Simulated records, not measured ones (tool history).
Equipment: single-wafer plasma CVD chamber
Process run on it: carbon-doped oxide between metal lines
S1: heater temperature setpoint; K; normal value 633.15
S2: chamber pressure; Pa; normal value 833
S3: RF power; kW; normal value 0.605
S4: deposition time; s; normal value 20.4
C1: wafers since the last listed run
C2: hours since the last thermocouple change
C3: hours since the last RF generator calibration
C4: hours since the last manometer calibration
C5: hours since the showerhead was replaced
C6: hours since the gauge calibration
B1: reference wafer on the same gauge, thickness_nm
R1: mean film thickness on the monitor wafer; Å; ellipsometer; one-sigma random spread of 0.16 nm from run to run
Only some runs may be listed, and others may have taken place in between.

| run | day | S1 | S2 | S3 | S4 | C1 | C2 | C3 | C4 | C5 | C6 | B1 | R1 |
|---|---|---|---|---|---|---|---|---|---|---|---|---|---|
| 1 | 0 | 633.15 | 833 | 0.605 | 20.4 | 0 | 2843.3 | 2290.2 | 659.6 | 3730.8 | 166.9 | 116.983 | 1035.46 |
| 2 | 0.358 | 633.15 | 833 | 0.605 | 20.4 | 220 | 2851.9 | 2298.8 | 668.2 | 3739.4 | 175.5 | 117.046 | 1038.44 |
| 3 | 0.942 | 633.15 | 708 | 0.605 | 20.4 | 358 | 2865.9 | 2312.8 | 682.2 | 3753.4 | 189.5 | 116.994 | 1021.95 |
| 4 | 1.288 | 633.15 | 708 | 0.605 | 20.4 | 212 | 2874.2 | 2321.1 | 690.5 | 3761.7 | 197.8 | 117.022 | 1019.86 |
| 5 | 1.608 | 633.15 | 708 | 0.605 | 20.4 | 197 | 2881.9 | 2328.8 | 698.2 | 3769.4 | 205.5 | 116.976 | 1022.58 |
| 6 | 1.938 | 633.15 | 833 | 0.605 | 20.4 | 202 | 2889.8 | 2336.7 | 706.1 | 3777.3 | 213.4 | 117.012 | 1032.94 |
| 7 | 2.217 | 642.15 | 833 | 0.605 | 20.4 | 171 | 2896.5 | 2343.4 | 712.8 | 3784 | 220.1 | 116.987 | 1010.08 |
| 8 | 2.571 | 642.15 | 833 | 0.605 | 20.4 | 217 | 2905 | 2351.9 | 721.3 | 3792.5 | 228.6 | 116.972 | 1010.29 |
| 9 | 2.896 | 633.15 | 833 | 0.605 | 20.4 | 199 | 2912.8 | 2359.7 | 729.1 | 3800.3 | 236.4 | 117.041 | 1036.98 |
| 10 | 3.254 | 633.15 | 833 | 0.605 | 20.4 | 220 | 2921.4 | 2368.3 | 737.7 | 3808.9 | 245 | 116.993 | 1035.08 |
|  | 4.192 | RF generator calibrated |
| 11 | 4.212 | 633.15 | 833 | 0.605 | 20.4 | 384 | 2944.4 | 0.5 | 760.7 | 3831.9 | 268 | 117.023 | 1011.08 |
| 12 | 4.679 | 633.15 | 833 | 0.605 | 20.4 | 287 | 2955.6 | 11.7 | 771.9 | 3843.1 | 279.2 | 116.961 | 1014.35 |
| 13 | 5.088 | 633.15 | 833 | 0.605 | 20.4 | 251 | 2965.4 | 21.5 | 781.7 | 3852.9 | 289 | 117 | 1011.71 |
| 14 | 5.504 | 633.15 | 833 | 0.605 | 23.1 | 256 | 2975.4 | 31.5 | 791.7 | 3862.9 | 299 | 116.941 | 1143.71 |
|  | 6.204 | RF generator calibrated, repeated, since the last time left the tool worse |
| 15 | 6.225 | 620.15 | 833 | 0.505 | 22.1 | 238 | 2992.7 | 0.5 | 809 | 3880.2 | 316.3 | 117.007 | 1090.1 |
| 16 | 6.358 | 633.15 | 688 | 0.605 | 20.4 | 82 | 2995.9 | 3.7 | 812.2 | 3883.4 | 319.5 | 116.941 | 1053.6 |
| 17 | 6.683 | 626.15 | 776 | 0.53 | 22.5 | 199 | 3003.7 | 11.5 | 820 | 3891.2 | 327.3 | 116.97 | 1111.95 |
|  | 7.217 | showerhead replaced |
| 18 | 7.238 | 627.15 | 687 | 0.605 | 18 | 135 | 3017 | 24.8 | 833.3 | 0.5 | 340.6 | 117.005 | 947.82 |
|  | 7.288 | gauge calibrated |
| 19 | 7.608 | 645.15 | 833 | 0.605 | 22.9 | 228 | 3025.9 | 33.7 | 842.2 | 9.4 | 7.7 | 117.018 | 1164.91 |
|  | 8.071 | capacitance manometer re-zeroed and calibrated |
| 20 | 8.092 | 633.15 | 833 | 0.605 | 20.4 | 92 | 3037.5 | 45.3 | 0.5 | 21 | 19.3 | 117.021 | 1074.32 |
| 21 | 8.542 | 647.15 | 943 | 0.605 | 22.2 | 276 | 3048.3 | 56.1 | 11.3 | 31.8 | 30.1 | 117.022 | 1134.36 |
| 22 | 8.888 | 633.15 | 833 | 0.605 | 20.4 | 212 | 3056.6 | 64.4 | 19.6 | 40.1 | 38.4 | 117 | 1074.37 |
|  | 9.412 | thermocouple changed; heater temperature recalibrated |
| 23 | 10.004 | 633.15 | 833 | 0.605 | 20.4 | 481 | 14.2 | 91.2 | 46.4 | 66.9 | 65.2 | 117.002 | 1073.27 |
| 24 | 10.567 | 640.15 | 959 | 0.545 | 21.5 | 346 | 27.7 | 104.7 | 59.9 | 80.4 | 78.7 | 116.986 | 1054.95 |
| 25 | 10.879 | 633.15 | 667 | 0.705 | 20.4 | 192 | 35.2 | 112.2 | 67.4 | 87.9 | 86.2 | 116.97 | 1140.25 |
| 26 | 11.504 | 633.15 | 833 | 0.605 | 20.4 | 384 | 50.2 | 127.2 | 82.4 | 102.9 | 101.2 | 117.029 | 1071.86 |
| 27 | 11.996 | 633.15 | 833 | 0.605 | 20.4 | 302 | 62 | 139 | 94.2 | 114.7 | 113 | 117.041 | 1071.03 |
| 28 | 12.412 | 637.15 | 833 | 0.605 | 22.8 | 256 | 72 | 149 | 104.2 | 124.7 | 123 | 117.008 | 1181.53 |
| 29 | 12.996 | 633.15 | 896 | 0.605 | 23.2 | 358 | 86 | 163 | 118.2 | 138.7 | 137 | 116.993 | 1223.11 |

Here are 3 independent what-if runs from the current tool condition. What would each one return?
| A | 13.012 | 633.15 | 833 | 0.485 | 20.4 | 10 | 86.4 | 163.4 | 118.6 | 139.1 | 137.4 | ? | ? |
| B | 13.012 | 621.15 | 669 | 0.72 | 17.9 | 10 | 86.4 | 163.4 | 118.6 | 139.1 | 137.4 | ? | ? |
| C | 13.012 | 633.15 | 833 | 0.495 | 20.4 | 10 | 86.4 | 163.4 | 118.6 | 139.1 | 137.4 | ? | ? |

| run | B1 | R1 |
|---|---|---|
| A | 116.991 | 949.36 |
| B | 116.991 | 1058.4 |
| C | 116.991 | 960.48 |
With no hidden state in the tool, these same runs would have given:
| run | R1 |
|---|---|
| A | 952.01 |
| B | 1061.16 |
| C | 963.11 |

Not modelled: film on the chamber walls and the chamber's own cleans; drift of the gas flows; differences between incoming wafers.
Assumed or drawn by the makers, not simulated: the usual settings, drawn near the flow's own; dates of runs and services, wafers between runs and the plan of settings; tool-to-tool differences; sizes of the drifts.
